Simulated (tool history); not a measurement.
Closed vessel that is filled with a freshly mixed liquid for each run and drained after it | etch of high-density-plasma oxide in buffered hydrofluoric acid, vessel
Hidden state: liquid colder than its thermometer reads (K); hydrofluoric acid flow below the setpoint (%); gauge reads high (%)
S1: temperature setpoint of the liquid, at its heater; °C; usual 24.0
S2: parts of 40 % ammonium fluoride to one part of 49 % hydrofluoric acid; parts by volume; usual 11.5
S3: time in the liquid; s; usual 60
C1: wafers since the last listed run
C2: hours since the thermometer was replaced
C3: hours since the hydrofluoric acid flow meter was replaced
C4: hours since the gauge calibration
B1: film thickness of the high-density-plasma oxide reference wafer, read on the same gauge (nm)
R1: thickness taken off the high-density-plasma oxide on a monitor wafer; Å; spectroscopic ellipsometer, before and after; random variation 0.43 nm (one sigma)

Run 1, hour 0.0: usual settings but S2 8.5 parts by volume; C1 0; C2 1582.0; C3 259.6; C4 1148.5; B1 110.01. Result: R1 749.9 Å.
Run 2, hour 78.0: usual settings; C1 6089; C2 1660.0; C3 337.6; C4 1226.5; B1 110.00. Result: R1 586.0 Å.
Run 3, hour 185.0: usual settings; C1 8354; C2 1767.0; C3 444.6; C4 1333.5; B1 109.98. Result: R1 579.3 Å.
Run 4, hour 250.5: usual settings; C1 5113; C2 1832.5; C3 510.1; C4 1399.0; B1 110.00. Result: R1 572.0 Å.
Run 5, hour 345.7: usual settings but S3 55 s; C1 7432; C2 1927.7; C3 605.3; C4 1494.2; B1 110.01. Result: R1 528.0 Å.
Run 6, hour 383.4: usual settings but S3 70 s; C1 2943; C2 1965.4; C3 643.0; C4 1531.9; B1 110.03. Result: R1 677.6 Å.
Run 7, hour 483.1: usual settings; C1 7784; C2 2065.1; C3 742.7; C4 1631.6; B1 109.96. Result: R1 578.6 Å.
Run 8, hour 541.4: usual settings; C1 4551; C2 2123.4; C3 801.0; C4 1689.9; B1 109.99. Result: R1 564.6 Å.
Run 9, hour 639.5: usual settings; C1 7659; C2 2221.5; C3 899.1; C4 1788.0; B1 110.00. Result: R1 572.5 Å.
Run 10, hour 700.7: usual settings; C1 4778; C2 2282.7; C3 960.3; C4 1849.2; B1 110.00. Result: R1 570.2 Å.
Run 11, hour 744.7: usual settings; C1 3435; C2 2326.7; C3 1004.3; C4 1893.2; B1 110.01. Result: R1 564.3 Å.
Run 12, hour 851.9: usual settings; C1 8369; C2 2433.9; C3 1111.5; C4 2000.4; B1 110.01. Result: R1 564.3 Å.
Run 13, hour 892.1: usual settings; C1 3138; C2 2474.1; C3 1151.7; C4 2040.6; B1 110.01. Result: R1 568.4 Å.
At hour 938.6: thermometer replaced.
Run 14, hour 968.3: usual settings; C1 5871; C2 29.7; C3 1227.9; C4 2116.8; B1 110.01. Result: R1 601.9 Å.
Run 15, hour 1063.3: usual settings; C1 7417; C2 124.7; C3 1322.9; C4 2211.8; B1 110.00. Result: R1 609.9 Å.
Run 16, hour 1168.9: usual settings; C1 8244; C2 230.3; C3 1428.5; C4 2317.4; B1 109.99. Result: R1 610.6 Å.
At hour 1185.7: gauge calibrated.
Run 17, hour 1225.4: usual settings but S1 21.5 °C, S2 8.0 parts by volume, S3 85 s; C1 4411; C2 286.8; C3 1485.0; C4 39.7; B1 110.00. Result: R1 1032.2 Å.
Run 18, hour 1329.3: usual settings but S3 40 s; C1 8111; C2 390.7; C3 1588.9; C4 143.6; B1 110.00. Result: R1 399.8 Å.
Run 19, hour 1382.3: usual settings but S1 20.0 °C, S2 15.5 parts by volume; C1 4137; C2 443.7; C3 1641.9; C4 196.6; B1 110.00. Result: R1 358.6 Å.
At hour 1474.2: hydrofluoric acid flow meter replaced.
Run 20, hour 1703.2: usual settings; C1 24976; C2 764.6; C3 229.0; C4 517.5; B1 110.01. Result: R1 599.8 Å.
Run 21, hour 1783.1: usual settings but S2 14.0 parts by volume; C1 6238; C2 844.5; C3 308.9; C4 597.4; B1 109.98. Result: R1 492.4 Å.
Run 22, hour 1878.4: usual settings but S1 22.0 °C, S3 35 s; C1 7440; C2 939.8; C3 404.2; C4 692.7; B1 110.01. Result: R1 307.9 Å.
Run 23, hour 1980.6: usual settings but S2 13.5 parts by volume; C1 7979; C2 1042.0; C3 506.4; C4 794.9; B1 110.00. Result: R1 508.2 Å.
Run 24, hour 2077.4: usual settings but S3 30 s; C1 7557; C2 1138.8; C3 603.2; C4 891.7; B1 109.99. Result: R1 298.1 Å.
Run 25, hour 2171.1: usual settings; C1 7315; C2 1232.5; C3 696.9; C4 985.4; B1 109.99. Result: R1 590.1 Å.
Run 26, hour 2246.6: usual settings but S1 19.5 °C; C1 5894; C2 1308.0; C3 772.4; C4 1060.9; B1 110.00. Result: R1 457.0 Å.
Run 27, hour 2322.8: usual settings but S2 9.5 parts by volume; C1 5949; C2 1384.2; C3 848.6; C4 1137.1; B1 110.02. Result: R1 687.2 Å.
Run 28, hour 2392.1: usual settings but S1 26.0 °C, S2 9.5 parts by volume; C1 5410; C2 1453.5; C3 917.9; C4 1206.4; B1 110.00. Result: R1 769.2 Å.
Run 29, hour 2433.7: usual settings; C1 3247; C2 1495.1; C3 959.5; C4 1248.0; B1 110.02. Result: R1 588.2 Å.
Run 30, hour 2494.5: usual settings but S1 20.0 °C, S2 10.5 parts by volume, S3 40 s; C1 4746; C2 1555.9; C3 1020.3; C4 1308.8; B1 110.00. Result: R1 338.1 Å.
Run 31, hour 2597.1: usual settings but S1 29.0 °C, S2 10.0 parts by volume, S3 90 s; C1 8010; C2 1658.5; C3 1122.9; C4 1411.4; B1 109.99. Result: R1 1294.9 Å.

4 ways to go on from here, each from the tool as it stands after run 31. What would each give?
Run A, hour 2597.8: usual settings; C1 54; C2 1659.2; C3 1123.6; C4 1412.1; B1 ?. Result: R1 ?.
Run B, hour 2597.8: usual settings but S1 25.5 °C, S2 14.5 parts by volume; C1 54; C2 1659.2; C3 1123.6; C4 1412.1; B1 ?. Result: R1 ?.
Run C, hour 2597.8: usual settings but S2 14.0 parts by volume, S3 90 s; C1 54; C2 1659.2; C3 1123.6; C4 1412.1; B1 ?. Result: R1 ?.
Run D, hour 2597.8: usual settings but S1 26.5 °C, S2 10.0 parts by volume, S3 40 s; C1 54; C2 1659.2; C3 1123.6; C4 1412.1; B1 ?. Result: R1 ?.

run      B1     R1
  A  109.98  579.2
  B  109.98  501.1
  C  109.98  716.6
  D  109.98  507.1
Without the tool's hidden state the same runs would have given:
run     R1
  A  617.9
  B  534.3
  C  764.5
  D  540.3
